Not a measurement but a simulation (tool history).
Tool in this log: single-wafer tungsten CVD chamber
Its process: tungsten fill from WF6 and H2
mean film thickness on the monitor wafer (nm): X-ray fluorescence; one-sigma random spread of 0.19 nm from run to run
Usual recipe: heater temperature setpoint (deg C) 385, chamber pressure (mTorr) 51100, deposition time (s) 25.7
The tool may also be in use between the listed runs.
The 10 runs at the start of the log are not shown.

run	day	heater temperature setpoint (deg C)	chamber pressure (mTorr)	deposition time (s)	wafers since the last listed run	hours since the last thermocouple change	hours since the last manometer calibration	hours since the showerhead was replaced	hours since the gauge calibration	read-back reference wafer on the same gauge, thickness_nm	mean film thickness on the monitor wafer (nm)
11	13.408	385	59300	25.7	420	1128.7	2385.3	2302.8	881	83.527	78.478
12	14.671	385	59300	25.7	633	1159	2415.6	2333.1	911.3	83.493	78.626
13	16.054	385	59300	25.7	694	1192.2	2448.8	2366.3	944.5	83.474	78.417
14	17.479	385	51100	25.7	715	1226.4	2483	2400.5	978.7	83.634	71.841
15	20.7	385	57200	22.2	1616	1303.7	2560.3	2477.8	1056	83.433	66.513
16	21.95	385	57200	22.2	627	1333.7	2590.3	2507.8	1086	83.487	66.807
17	25.146	380	58200	28.4	1604	1410.4	2667	2584.5	1162.7	83.486	76.994
# day 25.667: thermocouple changed; heater temperature recalibrated
18	26.421	385	58600	23.3	472	18.1	2697.6	2615.1	1193.3	83.521	71.149
# day 27.112: showerhead replaced, of another model than before
19	27.258	385	51100	25.7	253	38.2	2717.7	3.5	1213.4	83.474	73.754
20	28.354	385	51100	25.7	550	64.5	2744	29.8	1239.7	83.463	73.512
21	29.754	385	51100	25.7	702	98.1	2777.6	63.4	1273.3	83.528	73.69
# day 30.375: gauge calibrated
22	30.45	373	60300	25.7	349	114.8	2794.3	80.1	1.8	83.489	64.275
# day 31.708: capacitance manometer re-zeroed and calibrated
23	31.729	399	38700	20.8	474	145.5	0.5	110.8	32.5	83.426	54.31
24	32.896	372	43800	29.6	585	173.5	28.5	138.8	60.5	83.362	50.778
25	34.079	380	44100	30	594	201.9	56.9	167.2	88.9	83.555	62.322
26	35.142	381	39000	30	533	227.4	82.4	192.7	114.4	83.505	53.801
27	35.762	373	39400	29.5	311	242.3	97.3	207.6	129.3	83.443	44.605
28	36.75	385	63000	30.7	495	266	121	231.3	153	83.472	100.021
29	37.642	378	56600	21.2	447	287.4	142.4	252.7	174.4	83.555	53.837
30	38.896	390	62700	25.7	629	317.5	172.5	282.8	204.5	83.501	93.361
31	39.904	385	63600	25.7	506	341.7	196.7	307	228.7	83.461	84.135
32	41.271	385	41500	25.7	686	374.5	229.5	339.8	261.5	83.537	55.17

Forecast run 33:
33	41.821	385	59300	25.7	276	387.7	242.7	353	274.7	?	?

{"run 33": {"read-back reference wafer on the same gauge, thickness_nm": 83.468, "mean film thickness on the monitor wafer (nm)": 79.959}}
Take away the tool's hidden state, keep the run-to-run variation as it was, and the same run would have given mean film thickness on the monitor wafer (nm) 79.689.
